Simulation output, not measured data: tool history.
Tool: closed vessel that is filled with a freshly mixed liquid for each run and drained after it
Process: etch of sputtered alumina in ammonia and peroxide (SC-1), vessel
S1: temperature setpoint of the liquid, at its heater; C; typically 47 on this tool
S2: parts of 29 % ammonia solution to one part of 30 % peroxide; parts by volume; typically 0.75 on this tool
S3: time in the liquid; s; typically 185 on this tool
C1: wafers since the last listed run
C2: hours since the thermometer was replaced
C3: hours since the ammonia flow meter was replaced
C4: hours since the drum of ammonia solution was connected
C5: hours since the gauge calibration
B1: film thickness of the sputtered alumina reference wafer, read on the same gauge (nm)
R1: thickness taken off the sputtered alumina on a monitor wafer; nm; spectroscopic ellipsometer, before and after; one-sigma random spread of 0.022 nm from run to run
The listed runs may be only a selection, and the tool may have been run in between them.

{"run": 1, "hour": 0.0, "S1": 47, "S2": 0.6, "S3": 185, "C1": 0, "C2": 1802.2, "C3": 1924.6, "C4": 315, "C5": 477.9, "B1": 29.96, "R1": 5.97}
{"run": 2, "hour": 62.9, "S1": 47, "S2": 0.6, "S3": 185, "C1": 5755, "C2": 1865.1, "C3": 1987.5, "C4": 377.9, "C5": 540.8, "B1": 30, "R1": 6.01}
{"run": 3, "hour": 128.1, "S1": 40.5, "S2": 0.75, "S3": 265, "C1": 5965, "C2": 1930.3, "C3": 2052.7, "C4": 443.1, "C5": 606, "B1": 30.01, "R1": 6.04}
{"run": 4, "hour": 299.5, "S1": 40.5, "S2": 0.75, "S3": 265, "C1": 15683, "C2": 2101.7, "C3": 2224.1, "C4": 614.5, "C5": 777.4, "B1": 30.02, "R1": 6.03}
{"run": 5, "hour": 347.9, "S1": 40.5, "S2": 0.75, "S3": 265, "C1": 4428, "C2": 2150.1, "C3": 2272.5, "C4": 662.9, "C5": 825.8, "B1": 30.02, "R1": 6.01}
{"hour": 374.5, "done": "new drum of ammonia solution connected"}
{"run": 6, "hour": 400.4, "S1": 44.5, "S2": 0.75, "S3": 185, "C1": 4712, "C2": 2202.6, "C3": 2325, "C4": 25.9, "C5": 878.3, "B1": 29.99, "R1": 5.38}
{"run": 7, "hour": 425.1, "S1": 44.5, "S2": 0.75, "S3": 185, "C1": 2260, "C2": 2227.3, "C3": 2349.7, "C4": 50.6, "C5": 903, "B1": 29.97, "R1": 5.39}
{"hour": 463.2, "done": "ammonia flow meter replaced"}
{"run": 8, "hour": 496.0, "S1": 44.5, "S2": 0.75, "S3": 185, "C1": 6395, "C2": 2298.2, "C3": 32.8, "C4": 121.5, "C5": 973.9, "B1": 29.96, "R1": 5.41}
{"run": 9, "hour": 545.4, "S1": 47, "S2": 0.75, "S3": 185, "C1": 4520, "C2": 2347.6, "C3": 82.2, "C4": 170.9, "C5": 1023.3, "B1": 30.01, "R1": 6.17}
{"run": 10, "hour": 581.6, "S1": 47, "S2": 0.75, "S3": 185, "C1": 3312, "C2": 2383.8, "C3": 118.4, "C4": 207.1, "C5": 1059.5, "B1": 29.98, "R1": 6.23}
{"run": 11, "hour": 634.9, "S1": 47, "S2": 0.75, "S3": 185, "C1": 4876, "C2": 2437.1, "C3": 171.7, "C4": 260.4, "C5": 1112.8, "B1": 30.02, "R1": 6.21}
{"hour": 657.1, "done": "gauge calibrated"}
{"run": 12, "hour": 671.6, "S1": 44.5, "S2": 0.75, "S3": 185, "C1": 3358, "C2": 2473.8, "C3": 208.4, "C4": 297.1, "C5": 14.5, "B1": 30, "R1": 5.43}
{"run": 13, "hour": 702.3, "S1": 42.5, "S2": 0.75, "S3": 185, "C1": 2809, "C2": 2504.5, "C3": 239.1, "C4": 327.8, "C5": 45.2, "B1": 30, "R1": 4.83}
{"hour": 773.2, "done": "thermometer replaced"}
{"run": 14, "hour": 847.2, "S1": 43, "S2": 0.75, "S3": 185, "C1": 13166, "C2": 74, "C3": 384, "C4": 472.7, "C5": 190.1, "B1": 30.06, "R1": 4.56}
{"run": 15, "hour": 872.5, "S1": 47, "S2": 0.75, "S3": 185, "C1": 2314, "C2": 99.3, "C3": 409.3, "C4": 498, "C5": 215.4, "B1": 30.01, "R1": 5.78}
{"run": 16, "hour": 917.6, "S1": 47, "S2": 0.75, "S3": 185, "C1": 4126, "C2": 144.4, "C3": 454.4, "C4": 543.1, "C5": 260.5, "B1": 30.01, "R1": 5.73}
{"run": 17, "hour": 953.2, "S1": 54.5, "S2": 0.4, "S3": 185, "C1": 3257, "C2": 180, "C3": 490, "C4": 578.7, "C5": 296.1, "B1": 29.99, "R1": 8.22}
{"run": 18, "hour": 977.5, "S1": 56, "S2": 1.05, "S3": 185, "C1": 2223, "C2": 204.3, "C3": 514.3, "C4": 603, "C5": 320.4, "B1": 30, "R1": 9.75}
{"run": 19, "hour": 1020.4, "S1": 44, "S2": 0.85, "S3": 220, "C1": 3925, "C2": 247.2, "C3": 557.2, "C4": 645.9, "C5": 363.3, "B1": 29.95, "R1": 5.86}
{"run": 20, "hour": 1050.3, "S1": 42, "S2": 0.6, "S3": 95, "C1": 2735, "C2": 277.1, "C3": 587.1, "C4": 675.8, "C5": 393.2, "B1": 29.94, "R1": 2.19}
{"run": 21, "hour": 1093.4, "S1": 47, "S2": 0.75, "S3": 255, "C1": 3943, "C2": 320.2, "C3": 630.2, "C4": 718.9, "C5": 436.3, "B1": 30.01, "R1": 7.92}
{"run": 22, "hour": 1163.0, "S1": 47, "S2": 0.75, "S3": 105, "C1": 6368, "C2": 389.8, "C3": 699.8, "C4": 788.5, "C5": 505.9, "B1": 30.01, "R1": 3.28}

Here are 3 independent what-if runs from the current tool condition. What would each one return?
{"run": "A", "hour": 1163.7, "S1": 47, "S2": 0.75, "S3": 185, "C1": 64, "C2": 390.5, "C3": 700.5, "C4": 789.2, "C5": 506.6, "B1": "?", "R1": "?"}
{"run": "B", "hour": 1163.7, "S1": 47, "S2": 1.1, "S3": 185, "C1": 64, "C2": 390.5, "C3": 700.5, "C4": 789.2, "C5": 506.6, "B1": "?", "R1": "?"}
{"run": "C", "hour": 1163.7, "S1": 49.5, "S2": 0.55, "S3": 100, "C1": 64, "C2": 390.5, "C3": 700.5, "C4": 789.2, "C5": 506.6, "B1": "?", "R1": "?"}

run=A B1=30.02 R1=5.76
run=B B1=30.02 R1=5.97
run=C B1=30.02 R1=3.47
Stripped of hidden state, with their random variation kept, the same runs would have yielded:
run=A R1=5.73
run=B R1=5.94
run=C R1=3.46
